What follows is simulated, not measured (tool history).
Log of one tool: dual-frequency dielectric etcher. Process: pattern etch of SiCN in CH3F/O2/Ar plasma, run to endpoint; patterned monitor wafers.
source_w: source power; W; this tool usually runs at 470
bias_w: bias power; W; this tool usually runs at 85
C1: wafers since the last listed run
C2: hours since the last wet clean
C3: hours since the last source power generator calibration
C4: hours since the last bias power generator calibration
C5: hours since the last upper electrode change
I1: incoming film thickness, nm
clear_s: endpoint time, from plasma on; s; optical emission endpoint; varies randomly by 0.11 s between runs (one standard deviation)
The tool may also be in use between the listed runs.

Run 1, hour 0.0: usual settings but bias_w 98 W; C1 0; C2 248.0; C3 3736.7; C4 2058.3; C5 3529.3; I1 8.52. Result: clear_s 20.2 s.
Run 2, hour 14.5: usual settings but bias_w 98 W; C1 264; C2 262.5; C3 3751.2; C4 2072.8; C5 3543.8; I1 8.42. Result: clear_s 20.0 s.
Run 3, hour 39.3: usual settings; C1 452; C2 287.3; C3 3776.0; C4 2097.6; C5 3568.6; I1 8.47. Result: clear_s 21.2 s.
At hour 80.8: wet clean of the chamber.
Run 4, hour 81.3: usual settings but source_w 500 W; C1 328; C2 0.5; C3 3818.0; C4 2139.6; C5 3610.6; I1 8.51. Result: clear_s 20.3 s.
Run 5, hour 92.4: usual settings but source_w 500 W; C1 202; C2 11.6; C3 3829.1; C4 2150.7; C5 3621.7; I1 8.47. Result: clear_s 20.3 s.
Run 6, hour 121.2: usual settings; C1 525; C2 40.4; C3 3857.9; C4 2179.5; C5 3650.5; I1 8.57. Result: clear_s 21.2 s.
Run 7, hour 151.8: usual settings but source_w 440 W; C1 558; C2 71.0; C3 3888.5; C4 2210.1; C5 3681.1; I1 8.49. Result: clear_s 21.0 s.
Run 8, hour 186.7: usual settings but source_w 440 W; C1 637; C2 105.9; C3 3923.4; C4 2245.0; C5 3716.0; I1 8.51. Result: clear_s 21.5 s.
Run 9, hour 199.0: usual settings but source_w 440 W; C1 224; C2 118.2; C3 3935.7; C4 2257.3; C5 3728.3; I1 8.44. Result: clear_s 21.0 s.
Run 10, hour 225.2: usual settings but source_w 410 W; C1 478; C2 144.4; C3 3961.9; C4 2283.5; C5 3754.5; I1 8.42. Result: clear_s 21.4 s.
Run 11, hour 242.8: usual settings but source_w 410 W; C1 321; C2 162.0; C3 3979.5; C4 2301.1; C5 3772.1; I1 8.53. Result: clear_s 21.8 s.
Run 12, hour 261.1: usual settings but source_w 410 W; C1 334; C2 180.3; C3 3997.8; C4 2319.4; C5 3790.4; I1 8.47. Result: clear_s 21.6 s.
Run 13, hour 283.4: usual settings; C1 407; C2 202.6; C3 4020.1; C4 2341.7; C5 3812.7; I1 8.53. Result: clear_s 21.1 s.
Run 14, hour 320.2: usual settings; C1 671; C2 239.4; C3 4056.9; C4 2378.5; C5 3849.5; I1 8.54. Result: clear_s 21.3 s.
At hour 343.4: bias power generator calibrated.
At hour 362.7: upper electrode replaced.
Run 15, hour 363.2: usual settings; C1 359; C2 282.4; C3 4099.9; C4 19.8; C5 0.5; I1 8.47. Result: clear_s 20.8 s.
Run 16, hour 371.3: usual settings; C1 147; C2 290.5; C3 4108.0; C4 27.9; C5 8.6; I1 8.51. Result: clear_s 21.0 s.
Run 17, hour 400.3: usual settings but bias_w 71 W; C1 529; C2 319.5; C3 4137.0; C4 56.9; C5 37.6; I1 8.55. Result: clear_s 22.5 s.
Run 18, hour 415.6: usual settings but source_w 380 W, bias_w 79 W; C1 279; C2 334.8; C3 4152.3; C4 72.2; C5 52.9; I1 8.54. Result: clear_s 23.3 s.
At hour 437.6: source power generator calibrated.
Run 19, hour 440.4: usual settings but source_w 410 W, bias_w 94 W; C1 379; C2 359.6; C3 2.8; C4 97.0; C5 77.7; I1 8.49. Result: clear_s 21.4 s.
Run 20, hour 470.7: usual settings but bias_w 77 W; C1 553; C2 389.9; C3 33.1; C4 127.3; C5 108.0; I1 8.48. Result: clear_s 22.0 s.
At hour 499.8: wet clean of the chamber.
Run 21, hour 500.3: usual settings but source_w 520 W, bias_w 76 W; C1 102; C2 0.5; C3 62.7; C4 156.9; C5 137.6; I1 8.43. Result: clear_s 20.6 s.
Run 22, hour 523.6: usual settings; C1 425; C2 23.8; C3 86.0; C4 180.2; C5 160.9; I1 8.44. Result: clear_s 20.3 s.
Run 23, hour 550.8: usual settings but source_w 560 W, bias_w 73 W; C1 496; C2 51.0; C3 113.2; C4 207.4; C5 188.1; I1 8.51. Result: clear_s 20.6 s.
Run 24, hour 583.0: usual settings but source_w 540 W, bias_w 78 W; C1 587; C2 83.2; C3 145.4; C4 239.6; C5 220.3; I1 8.52. Result: clear_s 20.3 s.
Run 25, hour 617.3: usual settings; C1 626; C2 117.5; C3 179.7; C4 273.9; C5 254.6; I1 8.54. Result: clear_s 20.7 s.
Run 26, hour 643.9: usual settings but source_w 440 W; C1 485; C2 144.1; C3 206.3; C4 300.5; C5 281.2; I1 8.53. Result: clear_s 21.2 s.
Run 27, hour 661.7: usual settings but source_w 430 W, bias_w 70 W; C1 325; C2 161.9; C3 224.1; C4 318.3; C5 299.0; I1 8.49. Result: clear_s 22.7 s.
Run 28, hour 686.7: usual settings but source_w 510 W, bias_w 100 W; C1 456; C2 186.9; C3 249.1; C4 343.3; C5 324.0; I1 8.51. Result: clear_s 19.1 s.
Run 29, hour 713.9: usual settings but source_w 540 W; C1 496; C2 214.1; C3 276.3; C4 370.5; C5 351.2; I1 8.58. Result: clear_s 20.4 s.
Run 30, hour 728.0: usual settings; C1 257; C2 228.2; C3 290.4; C4 384.6; C5 365.3; I1 8.41. Result: clear_s 20.6 s.

Forecast each of these 5 alternatives for the next run:
Run A, hour 728.4: usual settings; C1 7; C2 228.6; C3 290.8; C4 385.0; C5 365.7; I1 8.55. Result: clear_s ?.
Run B, hour 728.4: usual settings but source_w 580 W; C1 7; C2 228.6; C3 290.8; C4 385.0; C5 365.7; I1 8.55. Result: clear_s ?.
Run C, hour 728.4: usual settings but source_w 390 W, bias_w 67 W; C1 7; C2 228.6; C3 290.8; C4 385.0; C5 365.7; I1 8.55. Result: clear_s ?.
Run D, hour 728.4: usual settings but source_w 380 W, bias_w 65 W; C1 7; C2 228.6; C3 290.8; C4 385.0; C5 365.7; I1 8.55. Result: clear_s ?.
Run E, hour 728.4: usual settings but source_w 580 W, bias_w 92 W; C1 7; C2 228.6; C3 290.8; C4 385.0; C5 365.7; I1 8.55. Result: clear_s ?.

run  clear_s
  A     21.0
  B     19.7
  C     23.9
  D     24.3
  E     19.1
Without the tool's unlogged condition, the same runs would have read:
run  clear_s
  A     20.7
  B     19.4
  C     23.6
  D     24.0
  E     18.9
